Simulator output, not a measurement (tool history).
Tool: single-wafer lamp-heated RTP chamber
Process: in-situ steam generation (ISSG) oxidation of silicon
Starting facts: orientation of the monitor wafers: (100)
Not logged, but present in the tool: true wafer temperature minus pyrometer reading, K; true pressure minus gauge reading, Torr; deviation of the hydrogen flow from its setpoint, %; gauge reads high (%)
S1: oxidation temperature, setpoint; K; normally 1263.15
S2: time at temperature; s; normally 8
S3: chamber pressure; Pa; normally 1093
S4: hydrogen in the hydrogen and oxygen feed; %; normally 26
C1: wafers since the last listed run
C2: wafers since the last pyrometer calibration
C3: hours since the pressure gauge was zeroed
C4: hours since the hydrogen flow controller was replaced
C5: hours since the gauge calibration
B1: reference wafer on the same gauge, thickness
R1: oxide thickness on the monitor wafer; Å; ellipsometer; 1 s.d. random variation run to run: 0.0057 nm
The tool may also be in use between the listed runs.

Run 1, hour 0.0: usual settings; C1 0; C2 4161; C3 2586.5; C4 2306.3; C5 100.9; B1 3.220. Result: R1 38.13 Å.
Run 2, hour 44.6: usual settings; C1 638; C2 4799; C3 2631.1; C4 2350.9; C5 145.5; B1 3.220. Result: R1 38.13 Å.
Run 3, hour 69.3: usual settings but S2 9 s; C1 353; C2 5153; C3 2655.8; C4 2375.6; C5 170.2; B1 3.223. Result: R1 39.84 Å.
Run 4, hour 100.1: usual settings but S2 9 s; C1 440; C2 5594; C3 2686.6; C4 2406.4; C5 201.0; B1 3.217. Result: R1 39.92 Å.
Run 5, hour 133.1: usual settings; C1 472; C2 6066; C3 2719.6; C4 2439.4; C5 234.0; B1 3.220. Result: R1 38.20 Å.
Run 6, hour 311.6: usual settings; C1 2555; C2 8622; C3 2898.1; C4 2617.9; C5 412.5; B1 3.218. Result: R1 38.23 Å.
At hour 355.4: pyrometer window cleaned and pyrometer calibrated.
Run 7, hour 359.6: usual settings; C1 572; C2 59; C3 2946.1; C4 2665.9; C5 460.5; B1 3.220. Result: R1 37.97 Å.
Run 8, hour 419.3: usual settings; C1 854; C2 914; C3 3005.8; C4 2725.6; C5 520.2; B1 3.221. Result: R1 38.14 Å.
Run 9, hour 483.3: usual settings; C1 916; C2 1831; C3 3069.8; C4 2789.6; C5 584.2; B1 3.221. Result: R1 38.19 Å.
Run 10, hour 553.1: usual settings but S4 21 %; C1 999; C2 2830; C3 3139.6; C4 2859.4; C5 654.0; B1 3.220. Result: R1 36.06 Å.
Run 11, hour 582.9: usual settings but S4 21 %; C1 426; C2 3257; C3 3169.4; C4 2889.2; C5 683.8; B1 3.220. Result: R1 36.09 Å.
Run 12, hour 617.5: usual settings but S1 1269.15 K; C1 495; C2 3752; C3 3204.0; C4 2923.8; C5 718.4; B1 3.219. Result: R1 38.94 Å.
Run 13, hour 687.5: usual settings; C1 1002; C2 4754; C3 3274.0; C4 2993.8; C5 788.4; B1 3.218. Result: R1 38.25 Å.
At hour 744.1: hydrogen flow controller replaced.
Run 14, hour 757.8: usual settings but S2 11 s, S4 19 %; C1 891; C2 5646; C3 3344.3; C4 13.7; C5 858.7; B1 3.222. Result: R1 39.65 Å.
At hour 823.1: pressure gauge zeroed.
Run 15, hour 827.6: usual settings; C1 884; C2 6531; C3 4.5; C4 83.5; C5 928.5; B1 3.220. Result: R1 37.80 Å.
Run 16, hour 857.3: usual settings; C1 425; C2 6956; C3 34.2; C4 113.2; C5 958.2; B1 3.220. Result: R1 37.92 Å.
At hour 896.6: pyrometer window cleaned and pyrometer calibrated.
At hour 905.4: gauge calibrated.
Run 17, hour 917.7: usual settings; C1 750; C2 301; C3 94.6; C4 173.6; C5 12.3; B1 3.219. Result: R1 37.68 Å.
Run 18, hour 979.9: usual settings but S1 1281.15 K, S2 5 s, S3 1013 Pa, S4 21 %; C1 890; C2 1192; C3 156.8; C4 235.8; C5 74.5; B1 3.220. Result: R1 31.02 Å.
Run 19, hour 1046.6: usual settings but S1 1252.15 K, S2 5 s; C1 954; C2 2147; C3 223.5; C4 302.5; C5 141.2; B1 3.220. Result: R1 30.87 Å.
Run 20, hour 1249.8: usual settings but S1 1246.15 K; C1 2909; C2 5056; C3 426.7; C4 505.7; C5 344.4; B1 3.220. Result: R1 36.21 Å.
Run 21, hour 1292.9: usual settings but S2 7 s, S3 973 Pa, S4 32 %; C1 617; C2 5673; C3 469.8; C4 548.8; C5 387.5; B1 3.220. Result: R1 38.60 Å.
Run 22, hour 1325.2: usual settings but S4 32 %; C1 462; C2 6136; C3 502.1; C4 581.1; C5 419.8; B1 3.221. Result: R1 40.24 Å.
Run 23, hour 1368.3: usual settings but S3 1173 Pa; C1 617; C2 6753; C3 545.2; C4 624.2; C5 462.9; B1 3.221. Result: R1 37.79 Å.
Run 24, hour 1400.6: usual settings but S2 6 s, S4 29 %; C1 462; C2 7215; C3 577.5; C4 656.5; C5 495.2; B1 3.221. Result: R1 35.11 Å.
Run 25, hour 1469.1: usual settings but S2 7 s; C1 980; C2 8196; C3 646.0; C4 725.0; C5 563.7; B1 3.220. Result: R1 36.13 Å.

Here are 4 independent what-if runs from the current tool condition. What would each one return?
Run A, hour 1469.5: usual settings; C1 5; C2 8202; C3 646.4; C4 725.4; C5 564.1; B1 ?. Result: R1 ?.
Run B, hour 1469.5: usual settings but S1 1254.15 K, S3 1160 Pa; C1 5; C2 8202; C3 646.4; C4 725.4; C5 564.1; B1 ?. Result: R1 ?.
Run C, hour 1469.5: usual settings but S2 5 s; C1 5; C2 8202; C3 646.4; C4 725.4; C5 564.1; B1 ?. Result: R1 ?.
Run D, hour 1469.5: usual settings but S1 1247.15 K, S2 7 s; C1 5; C2 8202; C3 646.4; C4 725.4; C5 564.1; B1 ?. Result: R1 ?.

run     B1     R1
  A  3.219  38.06
  B  3.219  36.96
  C  3.219  31.73
  D  3.219  34.74
Stripped of hidden state, with their random variation kept, the same runs would have yielded:
run     R1
  A  37.84
  B  36.75
  C  31.59
  D  34.58
